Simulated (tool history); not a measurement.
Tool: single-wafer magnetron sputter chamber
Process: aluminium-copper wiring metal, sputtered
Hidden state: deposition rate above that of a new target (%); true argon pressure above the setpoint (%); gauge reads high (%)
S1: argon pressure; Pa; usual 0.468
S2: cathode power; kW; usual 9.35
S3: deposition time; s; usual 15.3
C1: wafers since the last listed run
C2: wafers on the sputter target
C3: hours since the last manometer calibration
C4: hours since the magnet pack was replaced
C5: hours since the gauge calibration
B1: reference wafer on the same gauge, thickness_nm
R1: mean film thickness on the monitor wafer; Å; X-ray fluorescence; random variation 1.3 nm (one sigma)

Run 1, hour 0: usual settings; C1 0; C2 2653; C3 2232; C4 5700; C5 239; B1 232.009. Result: R1 2424.96 Å.
Run 2, hour 13: usual settings; C1 416; C2 3070; C3 2245; C4 5713; C5 252; B1 232.088. Result: R1 2407.1 Å.
Run 3, hour 30: usual settings; C1 545; C2 3615; C3 2262; C4 5730; C5 269; B1 231.948. Result: R1 2419.69 Å.
Run 4, hour 46.8: usual settings; C1 538; C2 4153; C3 2278.8; C4 5746.8; C5 285.8; B1 232.273. Result: R1 2426.91 Å.
At hour 62.1: sputter target and shields replaced.
Run 5, hour 62.6: usual settings; C1 250; C2 15; C3 2294.6; C4 5762.6; C5 301.6; B1 232.035. Result: R1 2427.48 Å.
Run 6, hour 74.4: usual settings; C1 378; C2 393; C3 2306.4; C4 5774.4; C5 313.4; B1 231.962. Result: R1 2412.93 Å.
Run 7, hour 86: usual settings but S2 9.9 kW, S3 16.3 s; C1 371; C2 765; C3 2318; C4 5786; C5 325; B1 231.901. Result: R1 2694.78 Å.
Run 8, hour 93.7: usual settings but S1 0.415 Pa; C1 246; C2 1012; C3 2325.7; C4 5793.7; C5 332.7; B1 231.986. Result: R1 2504.3 Å.
Run 9, hour 105.5: usual settings but S1 0.415 Pa; C1 378; C2 1390; C3 2337.5; C4 5805.5; C5 344.5; B1 231.884. Result: R1 2480.28 Å.
At hour 117: capacitance manometer re-zeroed and calibrated.
Run 10, hour 117.5: usual settings; C1 128; C2 1518; C3 0.5; C4 5817.5; C5 356.5; B1 232.012. Result: R1 2400.25 Å.
Run 11, hour 120: usual settings; C1 80; C2 1599; C3 3; C4 5820; C5 359; B1 232.074. Result: R1 2427.34 Å.
Run 12, hour 128: usual settings; C1 256; C2 1855; C3 11; C4 5828; C5 367; B1 231.927. Result: R1 2411.97 Å.
Run 13, hour 144.4: usual settings; C1 525; C2 2381; C3 27.4; C4 5844.4; C5 383.4; B1 231.691. Result: R1 2414.77 Å.
Run 14, hour 151.3: usual settings but S3 16 s; C1 221; C2 2602; C3 34.3; C4 5851.3; C5 390.3; B1 232.189. Result: R1 2512.07 Å.
Run 15, hour 163.5: usual settings but S3 16 s; C1 391; C2 2993; C3 46.5; C4 5863.5; C5 402.5; B1 232.112. Result: R1 2541.05 Å.
Run 16, hour 180.8: usual settings but S3 12.7 s; C1 554; C2 3548; C3 63.8; C4 5880.8; C5 419.8; B1 231.901. Result: R1 1996.77 Å.
At hour 194: gauge calibrated.
At hour 200.9: sputter target and shields replaced.
Run 17, hour 201.4: usual settings but S1 0.525 Pa, S2 11.25 kW, S3 13.9 s; C1 403; C2 17; C3 84.4; C4 5901.4; C5 7.4; B1 232.067. Result: R1 2509.61 Å.
Run 18, hour 211.1: usual settings; C1 310; C2 328; C3 94.1; C4 5911.1; C5 17.1; B1 231.889. Result: R1 2384.26 Å.
Run 19, hour 225.5: usual settings but S1 0.526 Pa, S2 8.7 kW; C1 461; C2 790; C3 108.5; C4 5925.5; C5 31.5; B1 231.757. Result: R1 2208.57 Å.
Run 20, hour 232: usual settings; C1 208; C2 998; C3 115; C4 5932; C5 38; B1 232.05. Result: R1 2413.91 Å.
At hour 249.8: magnet pack replaced.
Run 21, hour 271.5: usual settings but S2 7.85 kW, S3 13.9 s; C1 1009; C2 2008; C3 154.5; C4 21.7; C5 77.5; B1 231.902. Result: R1 1909.03 Å.
Run 22, hour 285.6: usual settings but S1 0.569 Pa, S2 7.55 kW; C1 452; C2 2460; C3 168.6; C4 35.8; C5 91.6; B1 231.87. Result: R1 1934.75 Å.
Run 23, hour 300: usual settings; C1 461; C2 2922; C3 183; C4 50.2; C5 106; B1 231.77. Result: R1 2388.02 Å.
Run 24, hour 311.3: usual settings but S1 0.42 Pa; C1 362; C2 3284; C3 194.3; C4 61.5; C5 117.3; B1 232.076. Result: R1 2476.83 Å.
Run 25, hour 319.5: usual settings; C1 262; C2 3547; C3 202.5; C4 69.7; C5 125.5; B1 231.795. Result: R1 2414.81 Å.
Run 26, hour 326.7: usual settings but S1 0.342 Pa, S2 11.25 kW, S3 13.4 s; C1 230; C2 3778; C3 209.7; C4 76.9; C5 132.7; B1 232.025. Result: R1 2634.5 Å.
Run 27, hour 342.5: usual settings but S1 0.394 Pa, S2 8.55 kW, S3 13.1 s; C1 506; C2 4284; C3 225.5; C4 92.7; C5 148.5; B1 231.949. Result: R1 1981.51 Å.
At hour 353.5: sputter target and shields replaced.
Run 28, hour 354: usual settings but S1 0.638 Pa, S2 8.1 kW, S3 18.3 s; C1 112; C2 16; C3 237; C4 104.2; C5 160; B1 231.877. Result: R1 2384.09 Å.
Run 29, hour 364.7: usual settings but S2 11.2 kW, S3 17.4 s; C1 343; C2 359; C3 247.7; C4 114.9; C5 170.7; B1 231.993. Result: R1 3198.34 Å.
Run 30, hour 374.5: usual settings; C1 314; C2 673; C3 257.5; C4 124.7; C5 180.5; B1 231.907. Result: R1 2427.96 Å.

Forecast each of these 5 alternatives for the next run:
Run A, hour 374.9: usual settings but S2 8.5 kW; C1 12; C2 686; C3 257.9; C4 125.1; C5 180.9; B1 ?. Result: R1 ?.
Run B, hour 374.9: usual settings but S1 0.603 Pa, S2 7.55 kW, S3 17.1 s; C1 12; C2 686; C3 257.9; C4 125.1; C5 180.9; B1 ?. Result: R1 ?.
Run C, hour 374.9: usual settings but S2 11.15 kW, S3 17.6 s; C1 12; C2 686; C3 257.9; C4 125.1; C5 180.9; B1 ?. Result: R1 ?.
Run D, hour 374.9: usual settings but S2 10.1 kW, S3 13.7 s; C1 12; C2 686; C3 257.9; C4 125.1; C5 180.9; B1 ?. Result: R1 ?.
Run E, hour 374.9: usual settings but S2 8.5 kW, S3 16.7 s; C1 12; C2 686; C3 257.9; C4 125.1; C5 180.9; B1 ?. Result: R1 ?.

run       B1       R1
  A  231.986     2236
  B  231.986  2136.24
  C  231.986  3225.45
  D  231.986  2309.22
  E  231.986   2440.6
Without the tool's hidden state the same runs would have given:
run       R1
  A     2236
  B  2136.24
  C  3225.45
  D  2309.22
  E   2440.6
